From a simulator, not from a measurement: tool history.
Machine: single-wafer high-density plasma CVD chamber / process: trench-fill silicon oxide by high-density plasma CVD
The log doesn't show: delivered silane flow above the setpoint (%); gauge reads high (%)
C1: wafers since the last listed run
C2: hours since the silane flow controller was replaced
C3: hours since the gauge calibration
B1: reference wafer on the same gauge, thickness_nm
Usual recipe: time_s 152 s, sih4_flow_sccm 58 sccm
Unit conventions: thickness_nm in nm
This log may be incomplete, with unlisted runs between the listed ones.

Run 1, hour 0: usual settings but time_s 132 s; C1 0; C2 4254.4; C3 262.2; B1 881.974. Result: thickness_nm 828.685 nm.
Run 2, hour 35: usual settings but time_s 132 s; C1 404; C2 4289.4; C3 297.2; B1 881.871. Result: thickness_nm 828.452 nm.
Run 3, hour 63.8: usual settings but time_s 132 s; C1 332; C2 4318.2; C3 326; B1 882.032. Result: thickness_nm 828.59 nm.
Run 4, hour 83.9: usual settings; C1 232; C2 4338.3; C3 346.1; B1 882.232. Result: thickness_nm 953.685 nm.
Run 5, hour 109.6: usual settings; C1 296; C2 4364; C3 371.8; B1 881.919. Result: thickness_nm 954.705 nm.
Run 6, hour 129.6: usual settings but time_s 172 s, sih4_flow_sccm 67 sccm; C1 230; C2 4384; C3 391.8; B1 881.821. Result: thickness_nm 1198.594 nm.
Run 7, hour 142.6: usual settings but time_s 172 s, sih4_flow_sccm 67 sccm; C1 150; C2 4397; C3 404.8; B1 882.166. Result: thickness_nm 1199.983 nm.
Run 8, hour 162.4: usual settings but time_s 172 s, sih4_flow_sccm 67 sccm; C1 228; C2 4416.8; C3 424.6; B1 881.935. Result: thickness_nm 1199.798 nm.
Run 9, hour 179.5: usual settings but time_s 159 s, sih4_flow_sccm 54 sccm; C1 197; C2 4433.9; C3 441.7; B1 881.984. Result: thickness_nm 943.764 nm.
Run 10, hour 209.3: usual settings but sih4_flow_sccm 60 sccm; C1 344; C2 4463.7; C3 471.5; B1 882.237. Result: thickness_nm 977.052 nm.
At hour 242.6: silane flow controller replaced.
Run 11, hour 243: usual settings but sih4_flow_sccm 66 sccm; C1 296; C2 0.4; C3 505.2; B1 882.047. Result: thickness_nm 1088.99 nm.
Run 12, hour 265: usual settings but time_s 181 s, sih4_flow_sccm 54 sccm; C1 254; C2 22.4; C3 527.2; B1 882.023. Result: thickness_nm 1113.404 nm.
Run 13, hour 288: usual settings but time_s 168 s; C1 265; C2 45.4; C3 550.2; B1 881.751. Result: thickness_nm 1092.365 nm.
Run 14, hour 301.9: usual settings but time_s 174 s, sih4_flow_sccm 48 sccm; C1 160; C2 59.3; C3 564.1; B1 881.929. Result: thickness_nm 987.323 nm.
At hour 304.9: gauge calibrated.
Run 15, hour 328.5: usual settings; C1 307; C2 85.9; C3 23.6; B1 881.717. Result: thickness_nm 990.811 nm.
Run 16, hour 356.5: usual settings but sih4_flow_sccm 68 sccm; C1 323; C2 113.9; C3 51.6; B1 882.211. Result: thickness_nm 1112.714 nm.
Run 17, hour 371.8: usual settings but time_s 161 s, sih4_flow_sccm 63 sccm; C1 176; C2 129.2; C3 66.9; B1 882.264. Result: thickness_nm 1111.301 nm.
Run 18, hour 388.7: usual settings; C1 195; C2 146.1; C3 83.8; B1 882.044. Result: thickness_nm 985.571 nm.
Run 19, hour 469.8: usual settings but time_s 138 s, sih4_flow_sccm 63 sccm; C1 936; C2 227.2; C3 164.9; B1 882.161. Result: thickness_nm 952.865 nm.
Run 20, hour 492.2: usual settings but time_s 166 s, sih4_flow_sccm 51 sccm; C1 258; C2 249.6; C3 187.3; B1 882.103. Result: thickness_nm 981.24 nm.
Run 21, hour 519.3: usual settings; C1 312; C2 276.7; C3 214.4; B1 881.605. Result: thickness_nm 984.701 nm.
Run 22, hour 549.1: usual settings but time_s 135 s, sih4_flow_sccm 67 sccm; C1 344; C2 306.5; C3 244.2; B1 881.731. Result: thickness_nm 974.539 nm.

Results for each run, recomputed without the tool's hidden state and with each run's random variation untouched:
run  thickness_nm
  1       861.087
  2       861.149
  3       861.544
  4       991.815
  5       993.134
  6      1247.093
  7      1248.702
  8       1248.76
  9       982.448
 10      1017.407
 11      1092.028
 12      1116.749
 13      1095.893
 14       990.646
 15       994.403
 16      1117.054
 17      1115.802
 18       989.726
 19        957.64
 20       986.374
 21       990.115
 22       980.182
